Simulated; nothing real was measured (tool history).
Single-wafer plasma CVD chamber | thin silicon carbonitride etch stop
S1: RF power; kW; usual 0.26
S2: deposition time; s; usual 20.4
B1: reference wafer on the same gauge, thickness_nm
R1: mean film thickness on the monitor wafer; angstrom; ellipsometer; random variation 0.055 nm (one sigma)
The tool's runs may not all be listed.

run 1 hour=0 | S1=0.26 S2=20.4 | B1=10.401 | R1=126.58
run 2 hour=20.7 | S1=0.225 S2=18.2 | B1=10.398 | R1=108.43
run 3 hour=37.3 | S1=0.225 S2=18.2 | B1=10.393 | R1=109.05
run 4 hour=63.9 | S1=0.26 S2=20.4 | B1=10.382 | R1=127.51
run 5 hour=98.2 | S1=0.26 S2=20.4 | B1=10.387 | R1=125.91
run 6 hour=132.7 | S1=0.26 S2=20.4 | B1=10.411 | R1=126.42
run 7 hour=156.1 | S1=0.26 S2=18.2 | B1=10.395 | R1=113.02
run 8 hour=185.8 | S1=0.26 S2=18.2 | B1=10.405 | R1=112.64
run 9 hour=218.1 | S1=0.26 S2=18.2 | B1=10.407 | R1=113.83
run 10 hour=235.8 | S1=0.26 S2=20.4 | B1=10.381 | R1=126.93
run 11 hour=249 | S1=0.26 S2=20.4 | B1=10.401 | R1=126.52
run 12 hour=275.6 | S1=0.26 S2=20.4 | B1=10.384 | R1=126.85
run 13 hour=301.3 | S1=0.26 S2=20.4 | B1=10.416 | R1=126.19
-- hour=335.5 showerhead replaced
run 14 hour=337.2 | S1=0.26 S2=20.4 | B1=10.395 | R1=126.37
run 15 hour=359.1 | S1=0.26 S2=20.4 | B1=10.41 | R1=127.04
run 16 hour=374.9 | S1=0.26 S2=20.4 | B1=10.4 | R1=125.69
run 17 hour=390.3 | S1=0.26 S2=22.5 | B1=10.404 | R1=140.57
-- hour=447.1 RF generator calibrated
run 18 hour=496.9 | S1=0.26 S2=22.5 | B1=10.399 | R1=140.04
run 19 hour=516.1 | S1=0.225 S2=23.8 | B1=10.424 | R1=141.88
-- hour=527.4 gauge calibrated
run 20 hour=531.1 | S1=0.26 S2=22.5 | B1=10.398 | R1=139.37
run 21 hour=548.6 | S1=0.26 S2=20.4 | B1=10.398 | R1=125.29
run 22 hour=578.8 | S1=0.225 S2=20.4 | B1=10.405 | R1=121.97
run 23 hour=608.7 | S1=0.26 S2=20.4 | B1=10.406 | R1=127.81
run 24 hour=630.6 | S1=0.26 S2=20.4 | B1=10.41 | R1=125.76
-- hour=670.5 thermocouple changed; heater temperature recalibrated
run 25 hour=671 | S1=0.285 S2=20.4 | B1=10.401 | R1=130.01
run 26 hour=685.9 | S1=0.22 S2=23.2 | B1=10.399 | R1=137.51
run 27 hour=721.6 | S1=0.29 S2=23.8 | B1=10.423 | R1=151.78
run 28 hour=746.8 | S1=0.285 S2=17.8 | B1=10.396 | R1=113.31
run 29 hour=773.8 | S1=0.26 S2=20.4 | B1=10.406 | R1=126.18
run 30 hour=853.3 | S1=0.3 S2=23.1 | B1=10.386 | R1=149.95
run 31 hour=882.1 | S1=0.26 S2=20.4 | B1=10.395 | R1=126.63
run 32 hour=900.5 | S1=0.23 S2=20.4 | B1=10.396 | R1=122.28
run 33 hour=925.7 | S1=0.305 S2=16.7 | B1=10.41 | R1=107.64
run 34 hour=951.2 | S1=0.295 S2=20.4 | B1=10.397 | R1=130.92
run 35 hour=976.6 | S1=0.295 S2=20.4 | B1=10.385 | R1=130.68
run 36 hour=1005 | S1=0.26 S2=23 | B1=10.402 | R1=141.79
run 37 hour=1040.6 | S1=0.21 S2=23.2 | B1=10.4 | R1=134.77

3 ways to go on from here, each from the tool as it stands after run 37. What would each give?
run A hour=1041 | S1=0.26 S2=20.4 | B1=? | R1=?
run B hour=1041 | S1=0.3 S2=18.3 | B1=? | R1=?
run C hour=1041 | S1=0.24 S2=17.2 | B1=? | R1=?

run=A B1=10.402 R1=125.93
run=B B1=10.402 R1=117.45
run=C B1=10.402 R1=103.92
Without the tool's hidden state the same runs would have given:
run=A R1=125.93
run=B R1=117.45
run=C R1=103.92
